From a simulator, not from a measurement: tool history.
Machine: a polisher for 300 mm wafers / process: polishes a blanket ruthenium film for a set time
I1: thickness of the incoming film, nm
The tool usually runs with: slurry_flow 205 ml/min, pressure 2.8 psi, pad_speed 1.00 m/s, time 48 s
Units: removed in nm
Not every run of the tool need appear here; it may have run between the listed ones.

{"run": 1, "hour": 0.0, "slurry_flow": 205, "pressure": 2.8, "pad_speed": 1.0, "time": 48, "I1": 378.3, "removed": 64.1}
{"run": 2, "hour": 56.1, "slurry_flow": 205, "pressure": 2.8, "pad_speed": 1.0, "time": 48, "I1": 370.6, "removed": 59.1}
{"run": 3, "hour": 102.9, "slurry_flow": 205, "pressure": 2.8, "pad_speed": 1.0, "time": 48, "I1": 364.2, "removed": 57.6}
{"run": 4, "hour": 193.4, "slurry_flow": 205, "pressure": 2.8, "pad_speed": 1.0, "time": 48, "I1": 369.4, "removed": 56.5}
{"hour": 204.3, "done": "worn pad replaced by a new one"}
{"run": 5, "hour": 260.1, "slurry_flow": 205, "pressure": 2.8, "pad_speed": 1.0, "time": 48, "I1": 370.6, "removed": 57.9}
{"run": 6, "hour": 296.7, "slurry_flow": 205, "pressure": 2.8, "pad_speed": 1.0, "time": 48, "I1": 368.5, "removed": 56.3}
{"hour": 338.8, "done": "slurry nozzle cleaned"}
{"run": 7, "hour": 343.3, "slurry_flow": 205, "pressure": 2.8, "pad_speed": 1.0, "time": 48, "I1": 373.7, "removed": 54.4}
{"hour": 394.1, "done": "worn pad replaced by a new one"}
{"run": 8, "hour": 429.3, "slurry_flow": 240, "pressure": 2.4, "pad_speed": 0.86, "time": 55, "I1": 370.4, "removed": 51.2}
{"run": 9, "hour": 496.5, "slurry_flow": 205, "pressure": 3.2, "pad_speed": 1.0, "time": 48, "I1": 376.3, "removed": 64.7}
{"hour": 572.8, "done": "worn pad replaced by a new one"}
{"run": 10, "hour": 590.1, "slurry_flow": 140, "pressure": 2.4, "pad_speed": 0.66, "time": 48, "I1": 370.1, "removed": 30.1}
{"run": 11, "hour": 696.0, "slurry_flow": 205, "pressure": 2.8, "pad_speed": 1.0, "time": 48, "I1": 366.0, "removed": 53.5}
{"hour": 738.3, "done": "slurry nozzle cleaned"}
{"run": 12, "hour": 740.9, "slurry_flow": 205, "pressure": 2.8, "pad_speed": 0.72, "time": 48, "I1": 365.5, "removed": 38.0}
{"hour": 756.6, "done": "worn pad replaced by a new one"}
{"hour": 773.0, "done": "head pressure recalibrated"}
{"run": 13, "hour": 876.1, "slurry_flow": 205, "pressure": 2.8, "pad_speed": 1.0, "time": 40, "I1": 368.1, "removed": 49.7}
{"hour": 960.2, "done": "worn pad replaced by a new one"}
{"run": 14, "hour": 982.4, "slurry_flow": 275, "pressure": 1.8, "pad_speed": 0.66, "time": 62, "I1": 374.0, "removed": 35.2}

4 ways to go on from here, each from the tool as it stands after run 14. What would each give?
{"run": "A", "hour": 982.8, "slurry_flow": 205, "pressure": 2.8, "pad_speed": 1.0, "time": 48, "I1": 367.2, "removed": "?"}
{"run": "B", "hour": 982.8, "slurry_flow": 205, "pressure": 2.2, "pad_speed": 1.2, "time": 58, "I1": 367.2, "removed": "?"}
{"run": "C", "hour": 982.8, "slurry_flow": 150, "pressure": 2.8, "pad_speed": 1.0, "time": 62, "I1": 367.2, "removed": "?"}
{"run": "D", "hour": 982.8, "slurry_flow": 230, "pressure": 2.8, "pad_speed": 1.3, "time": 48, "I1": 367.2, "removed": "?"}

run=A removed=62.6
run=B removed=71.4
run=C removed=76.7
run=D removed=82.7
Stripped of hidden state, with their random variation kept, the same runs would have yielded:
run=A removed=70.2
run=B removed=79.9
run=C removed=85.9
run=D removed=92.6

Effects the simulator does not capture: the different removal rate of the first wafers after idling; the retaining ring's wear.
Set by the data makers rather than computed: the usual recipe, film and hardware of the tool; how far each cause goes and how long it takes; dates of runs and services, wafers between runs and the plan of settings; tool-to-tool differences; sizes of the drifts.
